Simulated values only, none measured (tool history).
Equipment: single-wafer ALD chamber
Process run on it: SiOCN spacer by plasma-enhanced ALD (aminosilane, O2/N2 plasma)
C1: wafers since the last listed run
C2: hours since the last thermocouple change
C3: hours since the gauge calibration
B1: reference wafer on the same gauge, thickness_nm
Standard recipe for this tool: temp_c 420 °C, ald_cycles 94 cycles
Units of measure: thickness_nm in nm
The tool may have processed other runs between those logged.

Run 1, day 0: usual settings but ald_cycles 86 cycles; C1 0; C2 2605.3; C3 539.8; B1 4.579. Result: thickness_nm 4.8 nm.
At day 1.008: gauge calibrated.
Run 2, day 1.138: usual settings but temp_c 428 °C; C1 82; C2 2632.6; C3 3.1; B1 4.52. Result: thickness_nm 5.077 nm.
Run 3, day 1.833: usual settings but temp_c 411 °C; C1 50; C2 2649.3; C3 19.8; B1 4.512. Result: thickness_nm 5.386 nm.
Run 4, day 2.658: usual settings but temp_c 431 °C; C1 59; C2 2669.1; C3 39.6; B1 4.513. Result: thickness_nm 5.018 nm.
Run 5, day 5.454: usual settings but temp_c 412 °C; C1 202; C2 2736.2; C3 106.7; B1 4.522. Result: thickness_nm 5.421 nm.
Run 6, day 6.062: usual settings but ald_cycles 103 cycles; C1 43; C2 2750.8; C3 121.3; B1 4.516. Result: thickness_nm 5.744 nm.
Run 7, day 6.596: usual settings but ald_cycles 103 cycles; C1 38; C2 2763.6; C3 134.1; B1 4.525. Result: thickness_nm 5.767 nm.
Run 8, day 7.825: usual settings; C1 88; C2 2793.1; C3 163.6; B1 4.526. Result: thickness_nm 5.229 nm.
Run 9, day 8.754: usual settings but temp_c 424 °C, ald_cycles 100 cycles; C1 67; C2 2815.4; C3 185.9; B1 4.533. Result: thickness_nm 5.425 nm.
Run 10, day 9.512: usual settings but temp_c 424 °C, ald_cycles 100 cycles; C1 54; C2 2833.6; C3 204.1; B1 4.521. Result: thickness_nm 5.496 nm.
Run 11, day 10.438: usual settings but temp_c 424 °C, ald_cycles 100 cycles; C1 66; C2 2855.8; C3 226.3; B1 4.536. Result: thickness_nm 5.51 nm.
Run 12, day 11.792: usual settings; C1 97; C2 2888.3; C3 258.8; B1 4.535. Result: thickness_nm 5.244 nm.
Run 13, day 14.317: usual settings; C1 182; C2 2948.9; C3 319.4; B1 4.544. Result: thickness_nm 5.28 nm.
Run 14, day 15.408: usual settings; C1 78; C2 2975.1; C3 345.6; B1 4.559. Result: thickness_nm 5.24 nm.
Run 15, day 16.838: usual settings; C1 103; C2 3009.4; C3 379.9; B1 4.561. Result: thickness_nm 5.273 nm.
Run 16, day 17.975: usual settings but ald_cycles 102 cycles; C1 82; C2 3036.7; C3 407.2; B1 4.57. Result: thickness_nm 5.781 nm.
Run 17, day 18.792: usual settings but ald_cycles 102 cycles; C1 59; C2 3056.3; C3 426.8; B1 4.575. Result: thickness_nm 5.744 nm.
Run 18, day 19.979: usual settings but ald_cycles 103 cycles; C1 85; C2 3084.8; C3 455.3; B1 4.579. Result: thickness_nm 5.758 nm.
At day 20.329: thermocouple changed; heater temperature recalibrated.
Run 19, day 20.967: usual settings but temp_c 434 °C, ald_cycles 82 cycles; C1 47; C2 15.3; C3 479; B1 4.582. Result: thickness_nm 4.388 nm.
Run 20, day 22.229: usual settings but temp_c 432 °C, ald_cycles 103 cycles; C1 91; C2 45.6; C3 509.3; B1 4.592. Result: thickness_nm 5.592 nm.
Run 21, day 22.85: usual settings; C1 44; C2 60.5; C3 524.2; B1 4.597. Result: thickness_nm 5.325 nm.
Run 22, day 23.908: usual settings; C1 76; C2 85.9; C3 549.6; B1 4.602. Result: thickness_nm 5.3 nm.
At day 24.425: gauge calibrated.
Run 23, day 24.75: usual settings but ald_cycles 103 cycles; C1 60; C2 106.1; C3 7.8; B1 4.51. Result: thickness_nm 5.703 nm.
Run 24, day 25.358: usual settings but temp_c 408 °C, ald_cycles 82 cycles; C1 43; C2 120.7; C3 22.4; B1 4.51. Result: thickness_nm 4.794 nm.
Run 25, day 26.021: usual settings but temp_c 406 °C, ald_cycles 102 cycles; C1 47; C2 136.6; C3 38.3; B1 4.502. Result: thickness_nm 5.932 nm.
Run 26, day 27.05: usual settings but temp_c 416 °C; C1 74; C2 161.3; C3 63; B1 4.513. Result: thickness_nm 5.26 nm.
Run 27, day 28.129: usual settings but temp_c 434 °C, ald_cycles 79 cycles; C1 77; C2 187.2; C3 88.9; B1 4.501. Result: thickness_nm 4.165 nm.
Run 28, day 29.279: usual settings but temp_c 414 °C, ald_cycles 80 cycles; C1 83; C2 214.8; C3 116.5; B1 4.512. Result: thickness_nm 4.525 nm.
Run 29, day 30.642: usual settings but temp_c 408 °C, ald_cycles 85 cycles; C1 98; C2 247.5; C3 149.2; B1 4.51. Result: thickness_nm 4.916 nm.
Run 30, day 31.7: usual settings but temp_c 433 °C; C1 76; C2 272.9; C3 174.6; B1 4.512. Result: thickness_nm 5.021 nm.
Run 31, day 33.167: usual settings; C1 105; C2 308.1; C3 209.8; B1 4.528. Result: thickness_nm 5.245 nm.
Run 32, day 33.754: usual settings but temp_c 428 °C, ald_cycles 107 cycles; C1 42; C2 322.2; C3 223.9; B1 4.523. Result: thickness_nm 5.82 nm.
Run 33, day 34.921: usual settings but temp_c 425 °C, ald_cycles 110 cycles; C1 84; C2 350.2; C3 251.9; B1 4.53. Result: thickness_nm 6.057 nm.
Run 34, day 35.804: usual settings but ald_cycles 107 cycles; C1 63; C2 371.4; C3 273.1; B1 4.529. Result: thickness_nm 5.928 nm.
Run 35, day 37.162: usual settings; C1 98; C2 404; C3 305.7; B1 4.526. Result: thickness_nm 5.202 nm.

Had the tool no unlogged condition, and each run kept its random variation, what would the results have been?
Hidden conditions of the tool in this case: wafer temperature above the value expected at the setpoint (K); gauge reads high (%).
run  thickness_nm
  1         4.722
  2         5.056
  3         5.364
  4         4.997
  5         5.395
  6         5.715
  7         5.737
  8         5.199
  9         5.391
 10         5.459
 11          5.47
 12           5.2
 13         5.224
 14         5.179
 15         5.203
 16         5.697
 17         5.654
 18         5.659
 19         4.306
 20         5.478
 21         5.211
 22         5.178
 23         5.692
 24         4.785
 25          5.92
 26         5.249
 27         4.155
 28         4.512
 29           4.9
 30         5.001
 31         5.221
 32         5.791
 33         6.021
 34         5.889
 35         5.161
